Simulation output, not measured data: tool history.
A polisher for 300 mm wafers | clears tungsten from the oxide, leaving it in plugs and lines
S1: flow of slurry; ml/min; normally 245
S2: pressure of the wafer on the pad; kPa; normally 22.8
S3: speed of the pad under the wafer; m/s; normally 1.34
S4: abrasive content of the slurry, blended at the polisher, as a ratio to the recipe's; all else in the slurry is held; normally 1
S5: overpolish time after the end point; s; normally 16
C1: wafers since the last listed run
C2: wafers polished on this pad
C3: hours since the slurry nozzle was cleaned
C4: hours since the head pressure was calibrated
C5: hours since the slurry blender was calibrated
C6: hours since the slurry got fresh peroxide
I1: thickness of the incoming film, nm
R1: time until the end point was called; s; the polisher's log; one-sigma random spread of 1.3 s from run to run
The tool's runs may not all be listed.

Run 1, hour 0: usual settings but S4 0.95; C1 0; C2 2359; C3 674.3; C4 62.7; C5 225.6; C6 281.4; I1 388.3. Result: R1 83.8 s.
At hour 4.5: slurry tank refilled with fresh slurry and peroxide.
Run 2, hour 31.7: usual settings; C1 344; C2 2703; C3 706; C4 94.4; C5 257.3; C6 27.2; I1 399.9. Result: R1 85.6 s.
At hour 56.1: worn pad replaced by a new one.
Run 3, hour 59.1: usual settings but S3 1.2 m/s; C1 262; C2 34; C3 733.4; C4 121.8; C5 284.7; C6 54.6; I1 389.1. Result: R1 93 s.
Run 4, hour 79.4: usual settings but S1 175 ml/min, S2 15.2 kPa, S3 1.2 m/s, S4 1.2; C1 227; C2 261; C3 753.7; C4 142.1; C5 305; C6 74.9; I1 400.1. Result: R1 150.7 s.
Run 5, hour 96.8: usual settings but S2 14.5 kPa; C1 195; C2 456; C3 771.1; C4 159.5; C5 322.4; C6 92.3; I1 394.6. Result: R1 137.3 s.
At hour 119.5: slurry nozzle cleaned.
Run 6, hour 128.9: usual settings but S4 0.9, S5 25 s; C1 348; C2 805; C3 9.4; C4 191.6; C5 354.5; C6 124.4; I1 396.7. Result: R1 79.5 s.
Run 7, hour 163.5: usual settings but S1 175 ml/min; C1 387; C2 1192; C3 44; C4 226.2; C5 389.1; C6 159; I1 392.9. Result: R1 82.8 s.
Run 8, hour 190.2: usual settings but S1 180 ml/min, S4 1.15, S5 26 s; C1 299; C2 1492; C3 70.7; C4 252.9; C5 415.8; C6 185.7; I1 393.6. Result: R1 80 s.
At hour 201.4: slurry blender recalibrated.
Run 9, hour 203.5: usual settings but S1 285 ml/min, S3 1.08 m/s; C1 126; C2 1618; C3 84; C4 266.2; C5 2.1; C6 199; I1 400.7. Result: R1 96.6 s.
Run 10, hour 228.1: usual settings but S3 1.56 m/s, S4 0.75; C1 275; C2 1894; C3 108.6; C4 290.8; C5 26.7; C6 223.6; I1 400.9. Result: R1 73.3 s.
Run 11, hour 245.9: usual settings; C1 199; C2 2094; C3 126.4; C4 308.6; C5 44.5; C6 241.4; I1 395.5. Result: R1 81.5 s.
At hour 252.7: slurry tank refilled with fresh slurry and peroxide.
Run 12, hour 265.8: usual settings but S1 200 ml/min; C1 211; C2 2305; C3 146.3; C4 328.5; C5 64.4; C6 13.1; I1 392.4. Result: R1 80.6 s.
Run 13, hour 298.8: usual settings; C1 369; C2 2675; C3 179.3; C4 361.5; C5 97.4; C6 46.1; I1 401.7. Result: R1 82.6 s.
At hour 310.8: worn pad replaced by a new one.
Run 14, hour 319.3: usual settings but S4 1.25; C1 184; C2 95; C3 199.8; C4 382; C5 117.9; C6 66.6; I1 402.5. Result: R1 77.1 s.
Run 15, hour 343.9: usual settings but S1 200 ml/min, S5 24 s; C1 275; C2 371; C3 224.4; C4 406.6; C5 142.5; C6 91.2; I1 397. Result: R1 81.8 s.

Run 16 is up next; what results do you expect?
Run 16, hour 379.8: usual settings but S2 15.9 kPa, S3 1.22 m/s, S4 0.75, S5 10 s; C1 402; C2 773; C3 260.3; C4 442.5; C5 178.4; C6 127.1; I1 402.4. Result: R1 ?.

Run 16 measured R1 140.5 s.
Had the tool carried no hidden state, the very same run would have given R1 137.9 s.
